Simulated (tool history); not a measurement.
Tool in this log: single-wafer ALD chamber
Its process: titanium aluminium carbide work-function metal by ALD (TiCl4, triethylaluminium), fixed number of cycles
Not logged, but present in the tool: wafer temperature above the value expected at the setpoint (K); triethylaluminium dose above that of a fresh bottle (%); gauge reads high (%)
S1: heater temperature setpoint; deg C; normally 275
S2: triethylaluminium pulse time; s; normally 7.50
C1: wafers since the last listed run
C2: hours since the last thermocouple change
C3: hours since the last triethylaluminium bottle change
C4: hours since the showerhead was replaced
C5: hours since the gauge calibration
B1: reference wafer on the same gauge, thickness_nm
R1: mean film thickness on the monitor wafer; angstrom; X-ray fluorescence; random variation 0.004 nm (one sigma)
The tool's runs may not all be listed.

run 1 hour=0.0 | S1=275 S2=7.50 | C1=0 C2=2649.8 C3=431.5 C4=2493.4 C5=209.3 | B1=1.541 | R1=15.61
run 2 hour=36.5 | S1=275 S2=7.50 | C1=487 C2=2686.3 C3=468.0 C4=2529.9 C5=245.8 | B1=1.541 | R1=15.52
run 3 hour=53.9 | S1=275 S2=7.50 | C1=232 C2=2703.7 C3=485.4 C4=2547.3 C5=263.2 | B1=1.540 | R1=15.52
run 4 hour=79.9 | S1=275 S2=7.50 | C1=347 C2=2729.7 C3=511.4 C4=2573.3 C5=289.2 | B1=1.540 | R1=15.53
run 5 hour=108.9 | S1=275 S2=7.50 | C1=387 C2=2758.7 C3=540.4 C4=2602.3 C5=318.2 | B1=1.541 | R1=15.43
run 6 hour=176.0 | S1=275 S2=7.50 | C1=896 C2=2825.8 C3=607.5 C4=2669.4 C5=385.3 | B1=1.539 | R1=15.26
-- hour=209.7 triethylaluminium bottle replaced
run 7 hour=211.1 | S1=275 S2=7.50 | C1=361 C2=2860.9 C3=1.4 C4=2704.5 C5=420.4 | B1=1.539 | R1=15.77
run 8 hour=229.7 | S1=275 S2=7.50 | C1=248 C2=2879.5 C3=20.0 C4=2723.1 C5=439.0 | B1=1.540 | R1=15.78
run 9 hour=250.5 | S1=275 S2=7.50 | C1=277 C2=2900.3 C3=40.8 C4=2743.9 C5=459.8 | B1=1.540 | R1=15.76
-- hour=253.9 gauge calibrated
run 10 hour=277.4 | S1=275 S2=8.98 | C1=359 C2=2927.2 C3=67.7 C4=2770.8 C5=23.5 | B1=1.540 | R1=16.31
-- hour=289.3 thermocouple changed; heater temperature recalibrated
run 11 hour=294.2 | S1=275 S2=8.98 | C1=117 C2=4.9 C3=84.5 C4=2787.6 C5=40.3 | B1=1.541 | R1=16.35
-- hour=320.8 showerhead replaced
run 12 hour=321.5 | S1=275 S2=8.98 | C1=257 C2=32.2 C3=111.8 C4=0.7 C5=67.6 | B1=1.540 | R1=16.31
run 13 hour=338.3 | S1=268 S2=8.51 | C1=224 C2=49.0 C3=128.6 C4=17.5 C5=84.4 | B1=1.541 | R1=15.64
run 14 hour=359.8 | S1=275 S2=7.50 | C1=287 C2=70.5 C3=150.1 C4=39.0 C5=105.9 | B1=1.540 | R1=15.66
run 15 hour=390.4 | S1=275 S2=9.76 | C1=408 C2=101.1 C3=180.7 C4=69.6 C5=136.5 | B1=1.540 | R1=16.53
run 16 hour=411.5 | S1=289 S2=7.50 | C1=281 C2=122.2 C3=201.8 C4=90.7 C5=157.6 | B1=1.540 | R1=16.73
run 17 hour=431.6 | S1=275 S2=6.33 | C1=268 C2=142.3 C3=221.9 C4=110.8 C5=177.7 | B1=1.540 | R1=14.82
run 18 hour=451.3 | S1=265 S2=8.41 | C1=263 C2=162.0 C3=241.6 C4=130.5 C5=197.4 | B1=1.540 | R1=15.38
run 19 hour=472.2 | S1=285 S2=6.22 | C1=279 C2=182.9 C3=262.5 C4=151.4 C5=218.3 | B1=1.540 | R1=15.44
run 20 hour=493.6 | S1=275 S2=7.50 | C1=285 C2=204.3 C3=283.9 C4=172.8 C5=239.7 | B1=1.540 | R1=15.62
run 21 hour=511.8 | S1=281 S2=7.50 | C1=243 C2=222.5 C3=302.1 C4=191.0 C5=257.9 | B1=1.540 | R1=16.20
run 22 hour=536.5 | S1=275 S2=7.50 | C1=329 C2=247.2 C3=326.8 C4=215.7 C5=282.6 | B1=1.540 | R1=15.60
run 23 hour=550.1 | S1=269 S2=6.18 | C1=181 C2=260.8 C3=340.4 C4=229.3 C5=296.2 | B1=1.540 | R1=14.11
run 24 hour=564.8 | S1=282 S2=9.06 | C1=196 C2=275.5 C3=355.1 C4=244.0 C5=310.9 | B1=1.541 | R1=16.81
run 25 hour=593.0 | S1=265 S2=6.37 | C1=376 C2=303.7 C3=383.3 C4=272.2 C5=339.1 | B1=1.540 | R1=13.99

4 options for the next run, each taken on its own from the tool as it stands now. Forecast them:
run A hour=593.4 | S1=275 S2=7.50 | C1=5 C2=304.1 C3=383.7 C4=272.6 C5=339.5 | B1=? | R1=?
run B hour=593.4 | S1=279 S2=5.47 | C1=5 C2=304.1 C3=383.7 C4=272.6 C5=339.5 | B1=? | R1=?
run C hour=593.4 | S1=260 S2=10.32 | C1=5 C2=304.1 C3=383.7 C4=272.6 C5=339.5 | B1=? | R1=?
run D hour=593.4 | S1=270 S2=9.04 | C1=5 C2=304.1 C3=383.7 C4=272.6 C5=339.5 | B1=? | R1=?

run=A B1=1.540 R1=15.52
run=B B1=1.540 R1=13.83
run=C B1=1.540 R1=15.36
run=D B1=1.540 R1=15.84
Take away the tool's hidden state, keep each run's random variation, and the runs would have read:
run=A R1=15.77
run=B R1=14.21
run=C R1=15.46
run=D R1=15.99

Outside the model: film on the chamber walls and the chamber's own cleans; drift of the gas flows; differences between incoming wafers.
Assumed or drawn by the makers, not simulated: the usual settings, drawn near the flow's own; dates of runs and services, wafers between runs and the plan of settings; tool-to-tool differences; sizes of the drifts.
